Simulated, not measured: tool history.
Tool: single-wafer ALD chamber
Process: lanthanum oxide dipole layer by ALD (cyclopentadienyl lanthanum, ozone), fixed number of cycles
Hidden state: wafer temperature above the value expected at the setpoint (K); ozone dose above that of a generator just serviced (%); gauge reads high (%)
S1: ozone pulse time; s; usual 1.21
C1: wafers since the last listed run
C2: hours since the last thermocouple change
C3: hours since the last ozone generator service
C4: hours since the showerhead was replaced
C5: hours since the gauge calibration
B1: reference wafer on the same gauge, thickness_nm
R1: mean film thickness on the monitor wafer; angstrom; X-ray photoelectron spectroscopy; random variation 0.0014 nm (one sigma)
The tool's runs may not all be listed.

run    hour    S1    C1      C2      C3      C4      C5     B1    R1
  1       0  1.21     0  1564.9   170.6  2699.5     382  0.601  5.63
  2    34.4  1.41   522  1599.3     205  2733.9   416.4  0.601  5.82
  3    75.6  1.41   626  1640.5   246.2  2775.1   457.6  0.601  5.84
  4     101  1.41   385  1665.9   271.6  2800.5     483  0.601  5.83
  5   146.7  1.21   694  1711.6   317.3  2846.2   528.7  0.601   5.6
  6   212.7  1.21  1002  1777.6   383.3  2912.2   594.7  0.601  5.57
  7     261  1.21   733  1825.9   431.6  2960.5     643  0.601  5.61
  8   326.5  1.21   995  1891.4   497.1    3026   708.5  0.601  5.56
  9   384.1  1.48   875    1949   554.7  3083.6   766.1  0.601  5.85
 10   413.1  1.48   440    1978   583.7  3112.6   795.1  0.601  5.88
 11   438.4  1.48   384  2003.3     609  3137.9   820.4  0.601  5.85
      475.9  -- showerhead replaced
 12   487.6  1.21   626  2052.5   658.2    11.7   869.6  0.601  5.56
 13   559.4  1.21  1090  2124.3     730    83.5   941.4  0.601  5.56
 14   592.7  1.21   505  2157.6   763.3   116.8   974.7  0.601  5.56
 15   661.8  1.57  1049  2226.7   832.4   185.9  1043.8  0.601  5.93
 16   721.1  1.33   901    2286   891.7   245.2  1103.1  0.601   5.7
      773.5  -- thermocouple changed; heater temperature recalibrated
 17     774  1.21   682     0.5   944.6   298.1    1156  0.601   5.5
 18   818.8  1.49   680    45.3   989.4   342.9  1200.8  0.601  5.84
 19     845  0.81   398    71.5  1015.6   369.1    1227  0.601  4.56
 20   905.6   1.6   920   132.1  1076.2   429.7  1287.6  0.601  5.92
      953.9  -- gauge calibrated
 21   958.3  1.21   800   184.8  1128.9   482.4     4.4  0.601  5.48
      977.1  -- ozone generator serviced
 22  1018.9  1.39   799   245.4    41.8     543      65  0.601  5.85

The next listed run, before its measurement:
 23  1146  1.56  1931  372.5  168.9  670.1  192.1   ?   ?

{"run 23": {"B1": 0.601, "R1": 5.95}}
Without the tool's hidden state the same run would have given R1 5.97 angstrom.
